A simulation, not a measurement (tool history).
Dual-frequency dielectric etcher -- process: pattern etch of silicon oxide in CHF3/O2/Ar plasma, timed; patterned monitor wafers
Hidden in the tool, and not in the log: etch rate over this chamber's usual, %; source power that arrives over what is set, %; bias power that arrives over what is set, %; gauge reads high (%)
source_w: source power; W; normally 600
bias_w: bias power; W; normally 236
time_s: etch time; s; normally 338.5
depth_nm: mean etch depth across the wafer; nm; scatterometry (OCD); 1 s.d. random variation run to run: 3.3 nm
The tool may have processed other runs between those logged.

run	hour	source_w	bias_w	time_s	wafers since the last listed run	hours since the last wet clean	hours since the last source power generator calibration	hours since the last bias power generator calibration	hours since the last upper electrode change	hours since the gauge calibration	read-back reference wafer on the same gauge, depth_nm	depth_nm
1	0.0	600	236	338.5	0	88.0	1271.7	700.7	2290.6	2265.4	863.0	788.3
2	45.8	600	236	338.5	250	133.8	1317.5	746.5	2336.4	2311.2	861.4	783.9
3	94.3	600	236	338.5	265	182.3	1366.0	795.0	2384.9	2359.7	862.2	788.2
4	166.9	600	236	338.5	396	254.9	1438.6	867.6	2457.5	2432.3	861.8	788.1
5	203.0	600	236	338.5	197	291.0	1474.7	903.7	2493.6	2468.4	861.5	792.1
6	247.1	670	236	285.5	241	335.1	1518.8	947.8	2537.7	2512.5	861.9	687.8
7	307.8	670	236	285.5	331	395.8	1579.5	1008.5	2598.4	2573.2	861.5	688.2
8	398.3	670	236	285.5	494	486.3	1670.0	1099.0	2688.9	2663.7	862.0	694.9
# hour 452.9: wet clean of the chamber
9	468.0	600	236	338.5	249	15.1	1739.7	1168.7	2758.6	2733.4	861.5	786.7
# hour 523.4: upper electrode replaced
10	529.5	600	236	338.5	205	76.6	1801.2	1230.2	6.1	2794.9	862.6	786.6
11	584.8	690	270	394.0	302	131.9	1856.5	1285.5	61.4	2850.2	860.8	1039.8
12	680.7	690	212	260.0	524	227.8	1952.4	1381.4	157.3	2946.1	861.3	600.2
13	727.3	540	236	338.5	254	274.4	1999.0	1428.0	203.9	2992.7	862.3	757.0
# hour 747.8: gauge calibrated
14	795.2	600	236	338.5	371	342.3	2066.9	1495.9	271.8	47.4	861.4	779.0
15	874.3	600	211	338.5	432	421.4	2146.0	1575.0	350.9	126.5	862.5	739.0
16	955.3	670	284	273.0	442	502.4	2227.0	1656.0	431.9	207.5	861.6	721.9
# hour 1031.9: source power generator calibrated
# hour 1036.3: wet clean of the chamber
17	1051.3	450	236	409.0	479	15.0	19.4	1752.0	527.9	303.5	861.8	870.0
18	1118.4	600	236	338.5	366	82.1	86.5	1819.1	595.0	370.6	862.2	790.4
19	1166.7	710	294	260.5	264	130.4	134.8	1867.4	643.3	418.9	862.2	726.9
# hour 1190.8: bias power generator calibrated
20	1227.6	470	264	338.5	311	191.3	195.7	36.8	704.2	479.8	860.8	769.8
21	1266.6	470	204	404.0	213	230.3	234.7	75.8	743.2	518.8	861.4	805.5
22	1347.2	600	236	338.5	440	310.9	315.3	156.4	823.8	599.4	862.3	798.9
23	1412.1	700	292	285.0	354	375.8	380.2	221.3	888.7	664.3	861.9	788.0
24	1611.0	670	236	285.5	1087	574.7	579.1	420.2	1087.6	863.2	861.7	694.7
# hour 1660.1: wet clean of the chamber
25	1683.5	600	213	299.5	265	23.4	651.6	492.7	1160.1	935.7	862.8	659.6
26	1723.6	670	236	368.0	219	63.5	691.7	532.8	1200.2	975.8	863.0	900.0
27	1824.1	600	236	338.5	549	164.0	792.2	633.3	1300.7	1076.3	862.1	790.7
28	1871.2	690	236	338.5	257	211.1	839.3	680.4	1347.8	1123.4	862.6	832.6

Branching from run 28: 5 alternative next runs. What would each branch give?
A	1871.7	600	236	338.5	2	211.6	839.8	680.9	1348.3	1123.9	?	?
B	1871.7	540	180	368.5	2	211.6	839.8	680.9	1348.3	1123.9	?	?
C	1871.7	720	252	373.0	2	211.6	839.8	680.9	1348.3	1123.9	?	?
D	1871.7	470	293	338.5	2	211.6	839.8	680.9	1348.3	1123.9	?	?
E	1871.7	600	196	338.5	2	211.6	839.8	680.9	1348.3	1123.9	?	?

run	read-back reference wafer on the same gauge, depth_nm	depth_nm
A	862.8	791.0
B	862.8	718.6
C	862.8	963.0
D	862.8	807.1
E	862.8	718.6
Without the tool's hidden state the same runs would have given:
run	depth_nm
A	802.0
B	728.9
C	976.4
D	818.1
E	728.8
